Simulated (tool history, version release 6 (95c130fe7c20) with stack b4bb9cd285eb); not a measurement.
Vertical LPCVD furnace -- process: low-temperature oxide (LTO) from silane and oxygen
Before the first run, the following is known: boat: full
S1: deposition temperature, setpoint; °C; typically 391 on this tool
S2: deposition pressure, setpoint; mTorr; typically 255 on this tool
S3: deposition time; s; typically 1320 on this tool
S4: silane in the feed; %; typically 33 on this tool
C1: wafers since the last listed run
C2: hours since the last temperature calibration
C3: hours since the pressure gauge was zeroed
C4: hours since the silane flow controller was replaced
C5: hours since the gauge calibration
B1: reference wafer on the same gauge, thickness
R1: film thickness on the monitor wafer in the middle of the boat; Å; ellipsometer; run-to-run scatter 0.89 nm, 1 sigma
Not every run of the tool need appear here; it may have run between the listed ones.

| run | hour | S1 | S2 | S3 | S4 | C1 | C2 | C3 | C4 | C5 | B1 | R1 |
|---|---|---|---|---|---|---|---|---|---|---|---|---|
| 1 | 0.0 | 391 | 255 | 1320 | 33 | 0 | 2514.0 | 22.9 | 3782.2 | 11.0 | 179.89 | 1540.8 |
| 2 | 35.5 | 395 | 255 | 1320 | 33 | 893 | 2549.5 | 58.4 | 3817.7 | 46.5 | 180.59 | 1610.9 |
| 3 | 52.0 | 391 | 295 | 1320 | 33 | 415 | 2566.0 | 74.9 | 3834.2 | 63.0 | 180.31 | 1802.5 |
| 4 | 85.8 | 391 | 295 | 1320 | 33 | 850 | 2599.8 | 108.7 | 3868.0 | 96.8 | 180.67 | 1792.7 |
| 5 | 109.0 | 391 | 295 | 1320 | 33 | 583 | 2623.0 | 131.9 | 3891.2 | 120.0 | 180.84 | 1784.2 |
| 6 | 142.4 | 391 | 255 | 1320 | 31 | 840 | 2656.4 | 165.3 | 3924.6 | 153.4 | 180.85 | 1424.4 |
| 7 | 172.4 | 391 | 255 | 1320 | 38 | 754 | 2686.4 | 195.3 | 3954.6 | 183.4 | 181.44 | 1884.0 |
|  | 204.4 | thermocouples replaced and temperature profile calibrated |
| 8 | 204.9 | 381 | 255 | 1470 | 33 | 213 | 0.5 | 227.8 | 3987.1 | 215.9 | 181.52 | 1537.9 |
| 9 | 219.4 | 395 | 255 | 900 | 30 | 364 | 15.0 | 242.3 | 4001.6 | 230.4 | 181.64 | 971.0 |
|  | 252.5 | silane flow controller replaced |
| 10 | 253.0 | 391 | 215 | 1320 | 38 | 241 | 48.6 | 275.9 | 0.5 | 264.0 | 182.05 | 1599.9 |
| 11 | 257.9 | 391 | 220 | 1500 | 38 | 123 | 53.5 | 280.8 | 5.4 | 268.9 | 182.01 | 1854.0 |
| 12 | 280.7 | 380 | 215 | 1320 | 31 | 573 | 76.3 | 303.6 | 28.2 | 291.7 | 182.19 | 1050.5 |
| 13 | 360.4 | 391 | 255 | 1320 | 33 | 2005 | 156.0 | 383.3 | 107.9 | 371.4 | 182.72 | 1576.4 |
| 14 | 376.0 | 391 | 255 | 1590 | 28 | 392 | 171.6 | 398.9 | 123.5 | 387.0 | 182.17 | 1481.7 |
| 15 | 401.0 | 391 | 255 | 1320 | 28 | 629 | 196.6 | 423.9 | 148.5 | 412.0 | 182.87 | 1228.7 |
| 16 | 419.7 | 391 | 255 | 1320 | 33 | 470 | 215.3 | 442.6 | 167.2 | 430.7 | 183.24 | 1559.7 |
| 17 | 436.2 | 398 | 225 | 840 | 37 | 415 | 231.8 | 459.1 | 183.7 | 447.2 | 183.00 | 1122.9 |
| 18 | 453.4 | 391 | 305 | 1320 | 33 | 432 | 249.0 | 476.3 | 200.9 | 464.4 | 182.96 | 1874.7 |
| 19 | 469.7 | 391 | 215 | 1050 | 33 | 410 | 265.3 | 492.6 | 217.2 | 480.7 | 183.41 | 1058.1 |
| 20 | 499.5 | 391 | 255 | 1170 | 33 | 749 | 295.1 | 522.4 | 247.0 | 510.5 | 183.20 | 1401.0 |
| 21 | 523.7 | 380 | 295 | 1050 | 33 | 608 | 319.3 | 546.6 | 271.2 | 534.7 | 184.01 | 1266.0 |
| 22 | 558.3 | 391 | 210 | 1320 | 33 | 870 | 353.9 | 581.2 | 305.8 | 569.3 | 183.63 | 1312.2 |
| 23 | 577.1 | 381 | 255 | 1800 | 36 | 473 | 372.7 | 600.0 | 324.6 | 588.1 | 184.44 | 2153.2 |
| 24 | 611.0 | 391 | 195 | 1320 | 36 | 852 | 406.6 | 633.9 | 358.5 | 622.0 | 184.36 | 1353.3 |
| 25 | 633.0 | 380 | 255 | 1320 | 33 | 553 | 428.6 | 655.9 | 380.5 | 644.0 | 184.03 | 1385.3 |
| 26 | 663.6 | 391 | 240 | 1320 | 33 | 769 | 459.2 | 686.5 | 411.1 | 674.6 | 184.71 | 1494.7 |
| 27 | 685.2 | 391 | 255 | 1320 | 28 | 543 | 480.8 | 708.1 | 432.7 | 696.2 | 184.80 | 1253.0 |
| 28 | 712.5 | 391 | 290 | 1800 | 35 | 686 | 508.1 | 735.4 | 460.0 | 723.5 | 184.73 | 2660.7 |
| 29 | 730.5 | 387 | 255 | 1320 | 33 | 452 | 526.1 | 753.4 | 478.0 | 741.5 | 185.40 | 1523.3 |
| 30 | 747.5 | 391 | 220 | 1320 | 33 | 427 | 543.1 | 770.4 | 495.0 | 758.5 | 185.19 | 1368.5 |

For each entry between runs, how does the tool's hidden state at the last listed run before it compare with that at the first listed run after it?
After run 7, before run 8: thermocouples replaced and temperature profile calibrated (hour 204.4)
  gauge reads high (%): 1.26 -> 1.39
  what was measured, less what the result would be without the hidden state, R1: +23.4 -> +21.1 Å
After run 9, before run 10: silane flow controller replaced (hour 252.5)
  gauge reads high (%): 1.45 -> 1.58
  what was measured, less what the result would be without the hidden state, R1: +13.9 -> +24.9 Å

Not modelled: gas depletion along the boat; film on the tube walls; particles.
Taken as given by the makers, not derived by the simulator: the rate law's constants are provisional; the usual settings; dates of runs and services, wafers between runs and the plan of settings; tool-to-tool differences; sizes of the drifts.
